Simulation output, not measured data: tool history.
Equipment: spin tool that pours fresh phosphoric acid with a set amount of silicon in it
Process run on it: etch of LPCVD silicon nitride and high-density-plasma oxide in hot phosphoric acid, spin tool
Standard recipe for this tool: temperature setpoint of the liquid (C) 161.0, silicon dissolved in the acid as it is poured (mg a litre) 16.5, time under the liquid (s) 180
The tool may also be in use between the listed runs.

run	hour	temperature setpoint of the liquid (C)	silicon dissolved in the acid as it is poured (mg a litre)	time under the liquid (s)	read-back film thickness of the LPCVD silicon nitride reference wafer, read on the same gauge (nm)	read-back film thickness of the high-density-plasma oxide reference wafer, read on the same gauge (nm)	thickness taken off the LPCVD silicon nitride on a monitor wafer (Å)	thickness taken off the high-density-plasma oxide on a monitor wafer (Å)
1	0.0	161.0	16.5	180	79.98	139.997	141.2	3.31
2	35.6	161.0	24.5	180	79.94	140.002	142.1	2.89
3	61.1	163.5	16.5	125	79.98	139.989	106.9	2.82
4	81.8	163.5	16.5	125	79.96	140.021	105.6	2.68
5	94.1	162.5	16.5	180	79.96	139.983	148.3	3.82
6	114.2	162.5	16.5	180	79.97	139.973	148.3	4.04
7	145.4	162.5	16.5	180	80.00	139.999	146.8	3.96
8	157.9	161.0	7.0	180	80.03	139.986	140.6	4.50
9	188.3	161.0	7.0	180	79.95	140.006	139.4	4.24
# hour 205.6: dissolved silicon flow meter replaced
10	216.7	162.0	16.5	180	80.00	140.008	144.2	3.82
# hour 255.8: thermometer replaced
11	301.3	161.0	16.5	180	79.99	140.006	152.1	4.04
# hour 354.7: gauge calibrated
12	363.3	161.0	16.5	180	79.99	139.992	152.2	4.42
13	383.1	158.0	29.0	220	79.98	140.033	169.4	2.56
# hour 396.4: heated supply line repaired
14	406.5	163.5	16.5	180	79.99	139.963	164.9	4.97

What will run 15 give?
15	437.7	160.0	16.5	265	?	?	?	?

Run 15 produced read-back film thickness of the LPCVD silicon nitride reference wafer, read on the same gauge (nm) 80.02, read-back film thickness of the high-density-plasma oxide reference wafer, read on the same gauge (nm) 140.003, thickness taken off the LPCVD silicon nitride on a monitor wafer (Å) 214.6, thickness taken off the high-density-plasma oxide on a monitor wafer (Å) 5.69.
The same run, on a tool lacking any hidden state, would have yielded thickness taken off the LPCVD silicon nitride on a monitor wafer (Å) 216.7, thickness taken off the high-density-plasma oxide on a monitor wafer (Å) 5.81.
